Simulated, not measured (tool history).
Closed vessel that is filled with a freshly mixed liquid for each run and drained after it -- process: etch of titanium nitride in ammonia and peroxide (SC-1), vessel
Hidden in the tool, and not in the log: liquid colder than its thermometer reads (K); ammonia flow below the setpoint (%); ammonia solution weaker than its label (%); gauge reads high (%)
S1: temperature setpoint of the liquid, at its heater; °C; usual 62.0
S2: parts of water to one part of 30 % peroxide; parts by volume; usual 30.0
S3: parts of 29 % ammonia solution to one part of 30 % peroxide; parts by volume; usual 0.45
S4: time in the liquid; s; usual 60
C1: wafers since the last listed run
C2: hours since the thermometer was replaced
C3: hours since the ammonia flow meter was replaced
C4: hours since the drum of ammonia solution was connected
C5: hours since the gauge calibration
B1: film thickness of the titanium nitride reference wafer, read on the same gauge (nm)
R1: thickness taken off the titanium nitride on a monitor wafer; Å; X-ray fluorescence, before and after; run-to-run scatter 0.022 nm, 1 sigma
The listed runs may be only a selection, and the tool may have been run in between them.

{"run": 1, "hour": 0.0, "S1": 62.0, "S2": 30.0, "S3": 0.45, "S4": 85, "C1": 0, "C2": 1168.4, "C3": 729.3, "C4": 246.5, "C5": 1450.1, "B1": 69.997, "R1": 68.17}
{"run": 2, "hour": 28.1, "S1": 62.0, "S2": 30.0, "S3": 0.45, "S4": 60, "C1": 3600, "C2": 1196.5, "C3": 757.4, "C4": 274.6, "C5": 1478.2, "B1": 69.984, "R1": 48.49}
{"run": 3, "hour": 82.7, "S1": 62.0, "S2": 30.0, "S3": 0.45, "S4": 60, "C1": 6995, "C2": 1251.1, "C3": 812.0, "C4": 329.2, "C5": 1532.8, "B1": 69.988, "R1": 48.71}
{"run": 4, "hour": 132.7, "S1": 62.0, "S2": 22.0, "S3": 0.45, "S4": 70, "C1": 6406, "C2": 1301.1, "C3": 862.0, "C4": 379.2, "C5": 1582.8, "B1": 70.008, "R1": 67.27}
{"run": 5, "hour": 182.1, "S1": 62.0, "S2": 22.0, "S3": 0.45, "S4": 70, "C1": 6329, "C2": 1350.5, "C3": 911.4, "C4": 428.6, "C5": 1632.2, "B1": 70.002, "R1": 67.22}
{"hour": 214.6, "done": "thermometer replaced"}
{"run": 6, "hour": 218.2, "S1": 62.0, "S2": 30.0, "S3": 0.45, "S4": 60, "C1": 4497, "C2": 3.6, "C3": 947.5, "C4": 464.7, "C5": 1668.3, "B1": 70.008, "R1": 47.26}
{"run": 7, "hour": 280.6, "S1": 67.0, "S2": 42.5, "S3": 0.55, "S4": 60, "C1": 7994, "C2": 66.0, "C3": 1009.9, "C4": 527.1, "C5": 1730.7, "B1": 69.985, "R1": 55.19}
{"hour": 443.8, "done": "new drum of ammonia solution connected"}
{"run": 8, "hour": 457.0, "S1": 67.5, "S2": 17.5, "S3": 0.4, "S4": 75, "C1": 22473, "C2": 242.4, "C3": 1186.3, "C4": 13.2, "C5": 1907.1, "B1": 70.0, "R1": 110.79}
{"run": 9, "hour": 481.3, "S1": 58.5, "S2": 43.5, "S3": 0.55, "S4": 50, "C1": 3113, "C2": 266.7, "C3": 1210.6, "C4": 37.5, "C5": 1931.4, "B1": 70.002, "R1": 26.01}
{"hour": 520.3, "done": "gauge calibrated"}
{"run": 10, "hour": 553.3, "S1": 55.5, "S2": 26.0, "S3": 0.35, "S4": 60, "C1": 9224, "C2": 338.7, "C3": 1282.6, "C4": 109.5, "C5": 33.0, "B1": 70.008, "R1": 31.53}
{"run": 11, "hour": 585.1, "S1": 70.0, "S2": 30.0, "S3": 0.45, "S4": 60, "C1": 4074, "C2": 370.5, "C3": 1314.4, "C4": 141.3, "C5": 64.8, "B1": 70.015, "R1": 77.1}
{"hour": 618.1, "done": "ammonia flow meter replaced"}
{"hour": 636.2, "done": "thermometer replaced, repeated, since the last time left the tool worse"}
{"run": 12, "hour": 654.1, "S1": 62.0, "S2": 24.5, "S3": 0.45, "S4": 60, "C1": 8584, "C2": 17.9, "C3": 36.0, "C4": 210.3, "C5": 133.8, "B1": 69.993, "R1": 55.44}
{"run": 13, "hour": 690.7, "S1": 67.5, "S2": 17.5, "S3": 0.4, "S4": 75, "C1": 4689, "C2": 54.5, "C3": 72.6, "C4": 246.9, "C5": 170.4, "B1": 70.013, "R1": 118.13}
{"run": 14, "hour": 724.6, "S1": 65.5, "S2": 30.0, "S3": 0.45, "S4": 60, "C1": 4343, "C2": 88.4, "C3": 106.5, "C4": 280.8, "C5": 204.3, "B1": 70.002, "R1": 62.08}
{"run": 15, "hour": 764.6, "S1": 66.5, "S2": 43.0, "S3": 0.45, "S4": 90, "C1": 5124, "C2": 128.4, "C3": 146.5, "C4": 320.8, "C5": 244.3, "B1": 69.994, "R1": 79.96}
{"run": 16, "hour": 888.9, "S1": 70.0, "S2": 30.0, "S3": 0.3, "S4": 60, "C1": 15925, "C2": 252.7, "C3": 270.8, "C4": 445.1, "C5": 368.6, "B1": 69.986, "R1": 75.88}
{"run": 17, "hour": 953.5, "S1": 57.0, "S2": 30.0, "S3": 0.45, "S4": 60, "C1": 8276, "C2": 317.3, "C3": 335.4, "C4": 509.7, "C5": 433.2, "B1": 69.99, "R1": 35.47}
{"run": 18, "hour": 985.5, "S1": 67.5, "S2": 17.5, "S3": 0.4, "S4": 75, "C1": 4099, "C2": 349.3, "C3": 367.4, "C4": 541.7, "C5": 465.2, "B1": 69.992, "R1": 115.97}
{"run": 19, "hour": 1015.3, "S1": 62.0, "S2": 30.0, "S3": 0.45, "S4": 60, "C1": 3818, "C2": 379.1, "C3": 397.2, "C4": 571.5, "C5": 495.0, "B1": 69.985, "R1": 49.41}
{"run": 20, "hour": 1054.2, "S1": 62.0, "S2": 23.0, "S3": 0.45, "S4": 90, "C1": 4984, "C2": 418.0, "C3": 436.1, "C4": 610.4, "C5": 533.9, "B1": 69.985, "R1": 86.22}
{"run": 21, "hour": 1086.2, "S1": 56.0, "S2": 30.0, "S3": 0.45, "S4": 35, "C1": 4099, "C2": 450.0, "C3": 468.1, "C4": 642.4, "C5": 565.9, "B1": 69.98, "R1": 19.15}
{"hour": 1106.5, "done": "new drum of ammonia solution connected"}
{"run": 22, "hour": 1172.2, "S1": 62.0, "S2": 30.0, "S3": 0.45, "S4": 60, "C1": 10890, "C2": 536.0, "C3": 554.1, "C4": 65.7, "C5": 651.9, "B1": 69.996, "R1": 49.14}
{"run": 23, "hour": 1218.1, "S1": 62.0, "S2": 41.0, "S3": 0.55, "S4": 45, "C1": 5880, "C2": 581.9, "C3": 600.0, "C4": 111.6, "C5": 697.8, "B1": 69.978, "R1": 31.86}
{"run": 24, "hour": 1279.5, "S1": 62.0, "S2": 30.0, "S3": 0.3, "S4": 40, "C1": 7866, "C2": 643.3, "C3": 661.4, "C4": 173.0, "C5": 759.2, "B1": 70.02, "R1": 30.15}
{"run": 25, "hour": 1346.0, "S1": 62.0, "S2": 30.0, "S3": 0.5, "S4": 80, "C1": 8520, "C2": 709.8, "C3": 727.9, "C4": 239.5, "C5": 825.7, "B1": 69.998, "R1": 66.35}
{"run": 26, "hour": 1397.0, "S1": 62.0, "S2": 25.0, "S3": 0.45, "S4": 60, "C1": 6534, "C2": 760.8, "C3": 778.9, "C4": 290.5, "C5": 876.7, "B1": 70.002, "R1": 54.3}

5 ways to go on from here, each from the tool as it stands after run 26. What would each give?
{"run": "A", "hour": 1397.7, "S1": 62.0, "S2": 30.0, "S3": 0.45, "S4": 50, "C1": 89, "C2": 761.5, "C3": 779.6, "C4": 291.2, "C5": 877.4, "B1": "?", "R1": "?"}
{"run": "B", "hour": 1397.7, "S1": 59.0, "S2": 30.0, "S3": 0.55, "S4": 60, "C1": 89, "C2": 761.5, "C3": 779.6, "C4": 291.2, "C5": 877.4, "B1": "?", "R1": "?"}
{"run": "C", "hour": 1397.7, "S1": 62.0, "S2": 30.0, "S3": 0.65, "S4": 60, "C1": 89, "C2": 761.5, "C3": 779.6, "C4": 291.2, "C5": 877.4, "B1": "?", "R1": "?"}
{"run": "D", "hour": 1397.7, "S1": 55.0, "S2": 30.0, "S3": 0.45, "S4": 60, "C1": 89, "C2": 761.5, "C3": 779.6, "C4": 291.2, "C5": 877.4, "B1": "?", "R1": "?"}
{"run": "E", "hour": 1397.7, "S1": 56.5, "S2": 30.0, "S3": 0.35, "S4": 60, "C1": 89, "C2": 761.5, "C3": 779.6, "C4": 291.2, "C5": 877.4, "B1": "?", "R1": "?"}

run=A B1=70.007 R1=40.70
run=B B1=70.007 R1=41.69
run=C B1=70.007 R1=52.36
run=D B1=70.007 R1=30.70
run=E B1=70.007 R1=32.37
Take away the tool's hidden state, keep each run's random variation, and the runs would have read:
run=A R1=41.58
run=B R1=42.60
run=C R1=53.49
run=D R1=31.40
run=E R1=33.09
